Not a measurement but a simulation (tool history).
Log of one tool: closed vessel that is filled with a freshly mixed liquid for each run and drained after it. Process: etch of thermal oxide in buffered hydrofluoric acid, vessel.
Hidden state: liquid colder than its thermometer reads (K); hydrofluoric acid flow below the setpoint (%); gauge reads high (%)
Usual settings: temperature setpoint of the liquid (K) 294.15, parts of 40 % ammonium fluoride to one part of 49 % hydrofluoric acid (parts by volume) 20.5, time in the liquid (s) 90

run   hour  temperature setpoint of the liquid (K)  parts of 40 % ammonium fluoride to one part of 49 % hydrofluoric acid (parts by volume)  time in the liquid (s)  wafers since the last listed run  hours since the thermometer was replaced  hours since the hydrofluoric acid flow meter was replaced  hours since the gauge calibration  read-back film thickness of the thermal oxide reference wafer, read on the same gauge (nm)  thickness taken off the thermal oxide on a monitor wafer (angstrom)
  1    0.0                                  290.15                                                                                     20.5                      90                                 0                                    2207.9                                                      700.4                                9.6                                                                                       89.94                                                                333.7
  2   12.5                                  290.15                                                                                     20.5                      90                              1624                                    2220.4                                                      712.9                               22.1                                                                                       89.92                                                                334.5
  3   42.2                                  294.15                                                                                     20.5                      90                              3858                                    2250.1                                                      742.6                               51.8                                                                                       89.91                                                                423.1
  4   77.9                                  294.15                                                                                     20.5                      90                              4638                                    2285.8                                                      778.3                               87.5                                                                                       89.86                                                                414.2
  5   91.6                                  294.15                                                                                     20.5                      90                              1779                                    2299.5                                                      792.0                              101.2                                                                                       89.86                                                                419.8
  6  107.4                                  294.15                                                                                     20.5                      90                              2052                                    2315.3                                                      807.8                              117.0                                                                                       89.83                                                                417.5
  7  143.3                                  295.65                                                                                     20.5                      90                              4664                                    2351.2                                                      843.7                              152.9                                                                                       89.74                                                                453.5
  8  170.5                                  295.65                                                                                     20.5                      90                              3533                                    2378.4                                                      870.9                              180.1                                                                                       89.66                                                                456.6
  9  183.0                                  295.65                                                                                     20.5                      90                              1624                                    2390.9                                                      883.4                              192.6                                                                                       89.66                                                                453.3
 10  202.5                                  294.15                                                                                     20.5                      90                              2533                                    2410.4                                                      902.9                              212.1                                                                                       89.57                                                                415.3
 11  232.0                                  294.15                                                                                     20.5                      90                              3832                                    2439.9                                                      932.4                              241.6                                                                                       89.44                                                                417.9
     245.2  -- hydrofluoric acid flow meter replaced
 12  254.7                                  294.15                                                                                     20.5                      90                              2819                                    2462.6                                                        9.5                              264.3                                                                                       89.36                                                                418.0
 13  276.5                                  295.65                                                                                     20.5                      90                              2832                                    2484.4                                                       31.3                              286.1                                                                                       89.21                                                                453.6
 14  288.7                                  290.65                                                                                     20.5                      70                              1585                                    2496.6                                                       43.5                              298.3                                                                                       89.20                                                                267.3
 15  304.9                                  298.65                                                                                     20.5                      60                              2104                                    2512.8                                                       59.7                              314.5                                                                                       89.09                                                                353.8
     327.9  -- thermometer replaced
 16  328.4                                  291.15                                                                                     18.0                      65                              2923                                       0.5                                                       83.2                              338.0                                                                                       88.97                                                                285.7
 17  354.7                                  290.65                                                                                     28.0                      90                              3417                                      26.8                                                      109.5                              364.3                                                                                       88.87                                                                274.9

Forecast run 18:
 18  371.1                                  294.15                                                                                     12.5                     125                              2130                                      43.2                                                      125.9                              380.7                                                                                           ?                                                                    ?

Run 18 gave read-back film thickness of the thermal oxide reference wafer, read on the same gauge (nm) 88.74, thickness taken off the thermal oxide on a monitor wafer (angstrom) 926.6.
Without the tool's hidden state the same run would have given thickness taken off the thermal oxide on a monitor wafer (angstrom) 940.2.
